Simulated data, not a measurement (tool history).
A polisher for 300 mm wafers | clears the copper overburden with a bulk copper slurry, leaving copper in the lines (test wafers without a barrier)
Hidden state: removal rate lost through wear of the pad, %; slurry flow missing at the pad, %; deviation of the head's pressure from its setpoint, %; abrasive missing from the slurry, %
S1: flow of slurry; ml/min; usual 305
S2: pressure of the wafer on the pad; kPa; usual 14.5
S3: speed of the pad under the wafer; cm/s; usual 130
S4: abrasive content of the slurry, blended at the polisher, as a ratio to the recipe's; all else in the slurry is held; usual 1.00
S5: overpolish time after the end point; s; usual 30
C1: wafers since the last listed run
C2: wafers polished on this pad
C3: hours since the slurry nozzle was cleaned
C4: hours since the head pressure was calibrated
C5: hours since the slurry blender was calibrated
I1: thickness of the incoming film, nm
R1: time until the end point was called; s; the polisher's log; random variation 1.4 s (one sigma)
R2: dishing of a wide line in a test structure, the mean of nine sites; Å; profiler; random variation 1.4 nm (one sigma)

run   hour   S1    S2   S3    S4  S5   C1   C2     C3     C4     C5     I1     R1    R2
  1    0.0  360  14.5  130  1.00  30    0  420  222.5  661.9   28.9  972.4  103.3  1250
  2    9.6  305  14.5  130  1.00  30   68  488  232.1  671.5   38.5  965.2  105.2  1238
  3   26.1  305  14.5  130  1.00  30  117  606  248.6  688.0   55.0  973.9  105.3  1266
      32.0  -- worn pad replaced by a new one
  4   32.5  305  14.5  130  1.00  36   17    3  255.0  694.4   61.4  980.6  105.3  1298
  5   38.4  305  14.5  130  1.00  30   41   45  260.9  700.3   67.3  982.8  107.2  1246
  6   52.3  305  14.5  130  1.00  30   98  144  274.8  714.2   81.2  987.8  107.3  1240
  7   69.4  305  14.5  130  1.00  30  121  265  291.9  731.3   98.3  977.4  107.6  1250
  8   82.6  305  14.5  130  1.00  35   93  359  305.1  744.5  111.5  967.5  104.3  1304
      92.6  -- slurry blender recalibrated
  9   98.2  305  14.5  130  1.15  30   96  456  320.7  760.1    5.6  979.8  101.8  1262
 10  107.5  360  14.5  130  1.00  30   66  522  330.0  769.4   14.9  986.6  107.2  1238
     125.4  -- worn pad replaced by a new one
 11  125.9  305  14.5  130  1.00  37  102    3  348.4  787.8   33.3  967.5  106.8  1345
     130.1  -- slurry nozzle cleaned
 12  138.4  305  17.2  130  1.30  38   81   85    8.3  800.3   45.8  975.3   78.2  1533
     144.0  -- head pressure recalibrated
 13  150.9  305  10.3  130  1.00  19   74  159   20.8    6.9   58.3  986.1  146.9   768
 14  157.8  275  14.5  130  1.20  37   49  209   27.7   13.8   65.2  990.7   99.3  1376
 15  169.6  305  18.6  130  1.15  30   83  292   39.5   25.6   77.0  978.4   76.7  1503
 16  187.4  360  14.5  112  1.20  24  126  419   57.3   43.4   94.8  977.7  105.6  1145
     196.7  -- slurry blender recalibrated
     198.4  -- worn pad replaced by a new one
 17  237.3  305  14.5  130  1.00  30  328  276  107.2   93.3   40.6  988.7  103.6  1268
 18  249.9  270  14.5  104  0.85  35   89  366  119.8  105.9   53.2  972.7  124.6  1220
 19  262.7  305  14.5  130  1.00  30   91  457  132.6  118.7   66.0  993.9  105.4  1261

4 ways to go on from here, each from the tool as it stands after run 19. What would each give?
  A  263.2  305  14.5  130  1.00  30   3  460  133.1  119.2  66.5  981.6   ?   ?
  B  263.2  385  14.5  130  1.00  46   3  460  133.1  119.2  66.5  981.6   ?   ?
  C  263.2  385  14.5  130  1.20  30   3  460  133.1  119.2  66.5  981.6   ?   ?
  D  263.2  305  10.3  130  0.85  30   3  460  133.1  119.2  66.5  981.6   ?   ?

run     R1    R2
  A  106.9  1290
  B  104.4  1467
  C   99.1  1326
  D  157.2   999
Without the tool's hidden state the same runs would have given:
run     R1    R2
  A  105.2  1297
  B  103.1  1471
  C   97.8  1332
  D  154.6  1006

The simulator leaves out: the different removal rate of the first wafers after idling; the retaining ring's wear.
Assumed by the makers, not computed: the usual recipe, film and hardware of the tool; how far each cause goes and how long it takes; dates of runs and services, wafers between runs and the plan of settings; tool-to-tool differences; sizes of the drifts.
